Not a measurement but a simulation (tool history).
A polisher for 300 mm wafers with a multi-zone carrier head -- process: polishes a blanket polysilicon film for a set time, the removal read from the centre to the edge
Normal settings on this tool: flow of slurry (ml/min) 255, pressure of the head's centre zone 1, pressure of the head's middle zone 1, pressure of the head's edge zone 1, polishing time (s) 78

run	hour	flow of slurry (ml/min)	pressure of the head's centre zone	pressure of the head's middle zone	pressure of the head's edge zone	polishing time (s)	incoming thickness of the incoming film, nm	film removed at the wafer's centre (nm)	film removed at mid-radius (nm)	film removed at the wafer's edge (nm)
1	0	255	1	1	1	78	1610	422.5	437	430.2
2	14.5	255	1	1	1	78	1588.7	412.4	425.2	418.5
3	22.2	255	0.88	1	1	78	1564.2	375.7	429	417.6
4	30.4	255	1	1	1	100	1589	528.7	539.6	535.4
5	41.2	255	1	1	1	78	1601.3	424.8	420.3	425
# hour 45.7: centre zone pressure recalibrated
# hour 52: worn pad replaced by a new one
6	53.8	295	1	1.11	1.05	103	1584.2	651.2	702.4	643.7
7	62	255	0.95	1	1.04	78	1570.5	462	473.3	471.7
8	75	255	1.07	1.11	1.06	57	1609.8	360.2	363.6	333.4
9	85.9	255	0.96	1	0.94	94	1572.9	513.2	538.1	538.8
10	98.4	255	0.96	1	1	78	1588.4	428	441.2	441
11	104.6	255	1	1	1	78	1616.1	440.6	441.2	442.1
12	113.1	255	1	1	1	78	1596.2	437.8	440.5	444.4
13	123.9	255	1.11	1	0.91	85	1591.7	518.3	475.1	477.6
14	136.4	175	0.95	0.96	1	78	1592.9	383.1	391.9	417.6
# hour 145.7: worn pad replaced by a new one
15	149.1	255	1	1	1	78	1597.1	481.9	486.7	478.8
16	185.1	255	1.04	1	1	104	1591	614.5	594.8	591.7

What will run 17 give?
17	195.6	255	1	1	1	78	1560.3	?	?	?

film removed at the wafer's centre (nm): 440.7
film removed at mid-radius (nm): 446.2
film removed at the wafer's edge (nm): 429.1
Take away the tool's hidden state, keep the run-to-run variation as it was, and the same run would have given film removed at the wafer's centre (nm) 486, film removed at mid-radius (nm) 492.1, film removed at the wafer's edge (nm) 473.2.
